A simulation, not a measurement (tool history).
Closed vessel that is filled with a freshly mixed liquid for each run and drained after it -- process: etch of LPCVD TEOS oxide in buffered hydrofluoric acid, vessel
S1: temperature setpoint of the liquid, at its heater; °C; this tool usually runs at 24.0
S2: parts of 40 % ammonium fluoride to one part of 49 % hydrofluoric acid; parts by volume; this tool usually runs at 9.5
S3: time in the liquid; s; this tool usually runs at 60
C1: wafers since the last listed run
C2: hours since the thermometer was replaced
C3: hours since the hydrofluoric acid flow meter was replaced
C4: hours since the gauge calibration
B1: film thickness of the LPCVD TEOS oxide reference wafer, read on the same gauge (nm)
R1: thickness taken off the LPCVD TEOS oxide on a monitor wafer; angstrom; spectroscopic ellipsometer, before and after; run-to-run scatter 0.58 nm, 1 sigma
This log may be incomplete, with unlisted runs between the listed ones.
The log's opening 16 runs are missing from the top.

{"run": 17, "hour": 1269.6, "S1": 19.5, "S2": 12.5, "S3": 70, "C1": 9293, "C2": 596.1, "C3": 598.8, "C4": 3042.8, "B1": 70.02, "R1": 1247.4}
{"run": 18, "hour": 1377.4, "S1": 28.0, "S2": 11.0, "S3": 60, "C1": 12476, "C2": 703.9, "C3": 706.6, "C4": 3150.6, "B1": 69.99, "R1": 1920.5}
{"run": 19, "hour": 1483.3, "S1": 28.5, "S2": 12.5, "S3": 60, "C1": 12256, "C2": 809.8, "C3": 812.5, "C4": 3256.5, "B1": 70.04, "R1": 1741.2}
{"hour": 1641.1, "done": "gauge calibrated"}
{"run": 20, "hour": 1650.3, "S1": 24.0, "S2": 10.5, "S3": 30, "C1": 19327, "C2": 976.8, "C3": 979.5, "C4": 9.2, "B1": 70.0, "R1": 817.8}
{"run": 21, "hour": 1755.1, "S1": 22.5, "S2": 12.5, "S3": 45, "C1": 12128, "C2": 1081.6, "C3": 1084.3, "C4": 114.0, "B1": 70.0, "R1": 955.6}
{"run": 22, "hour": 1797.4, "S1": 24.0, "S2": 6.5, "S3": 40, "C1": 4895, "C2": 1123.9, "C3": 1126.6, "C4": 156.3, "B1": 70.01, "R1": 1701.3}
{"hour": 1828.8, "done": "thermometer replaced"}
{"run": 23, "hour": 1888.4, "S1": 24.0, "S2": 9.5, "S3": 60, "C1": 10416, "C2": 59.6, "C3": 1217.6, "C4": 247.3, "B1": 70.01, "R1": 1717.3}
{"run": 24, "hour": 1935.0, "S1": 20.0, "S2": 11.0, "S3": 60, "C1": 5393, "C2": 106.2, "C3": 1264.2, "C4": 293.9, "B1": 69.99, "R1": 1200.6}
{"run": 25, "hour": 1992.6, "S1": 24.0, "S2": 9.5, "S3": 60, "C1": 6666, "C2": 163.8, "C3": 1321.8, "C4": 351.5, "B1": 69.97, "R1": 1717.7}
{"run": 26, "hour": 2053.3, "S1": 24.0, "S2": 7.5, "S3": 45, "C1": 7025, "C2": 224.5, "C3": 1382.5, "C4": 412.2, "B1": 69.99, "R1": 1600.3}
{"run": 27, "hour": 2095.3, "S1": 20.0, "S2": 13.0, "S3": 50, "C1": 4860, "C2": 266.5, "C3": 1424.5, "C4": 454.2, "B1": 70.0, "R1": 852.0}
{"run": 28, "hour": 2147.5, "S1": 24.0, "S2": 11.0, "S3": 30, "C1": 6041, "C2": 318.7, "C3": 1476.7, "C4": 506.4, "B1": 70.01, "R1": 752.5}
{"run": 29, "hour": 2219.7, "S1": 20.0, "S2": 9.5, "S3": 60, "C1": 8355, "C2": 390.9, "C3": 1548.9, "C4": 578.6, "B1": 69.99, "R1": 1389.0}
{"run": 30, "hour": 2324.3, "S1": 24.0, "S2": 9.5, "S3": 60, "C1": 12105, "C2": 495.5, "C3": 1653.5, "C4": 683.2, "B1": 70.01, "R1": 1723.8}
{"run": 31, "hour": 2384.6, "S1": 24.0, "S2": 7.0, "S3": 40, "C1": 6978, "C2": 555.8, "C3": 1713.8, "C4": 743.5, "B1": 70.02, "R1": 1541.4}
{"run": 32, "hour": 2431.3, "S1": 24.0, "S2": 11.5, "S3": 60, "C1": 5404, "C2": 602.5, "C3": 1760.5, "C4": 790.2, "B1": 69.98, "R1": 1441.8}
{"run": 33, "hour": 2527.7, "S1": 28.0, "S2": 6.5, "S3": 35, "C1": 11156, "C2": 698.9, "C3": 1856.9, "C4": 886.6, "B1": 69.98, "R1": 1803.9}
{"run": 34, "hour": 2591.1, "S1": 24.0, "S2": 9.5, "S3": 60, "C1": 7337, "C2": 762.3, "C3": 1920.3, "C4": 950.0, "B1": 70.0, "R1": 1739.5}

Consider 3 possible next runs. They are alternatives, not a sequence: every one starts from the tool as it was left by run 34. What does each give?
{"run": "A", "hour": 2591.8, "S1": 24.0, "S2": 9.5, "S3": 60, "C1": 81, "C2": 763.0, "C3": 1921.0, "C4": 950.7, "B1": "?", "R1": "?"}
{"run": "B", "hour": 2591.8, "S1": 21.5, "S2": 11.5, "S3": 80, "C1": 81, "C2": 763.0, "C3": 1921.0, "C4": 950.7, "B1": "?", "R1": "?"}
{"run": "C", "hour": 2591.8, "S1": 21.0, "S2": 11.5, "S3": 85, "C1": 81, "C2": 763.0, "C3": 1921.0, "C4": 950.7, "B1": "?", "R1": "?"}

run=A B1=70.00 R1=1737.9
run=B B1=70.00 R1=1682.0
run=C B1=70.00 R1=1738.4
What these runs would have given with no unlogged condition in the tool:
run=A R1=1733.7
run=B R1=1702.3
run=C R1=1759.1
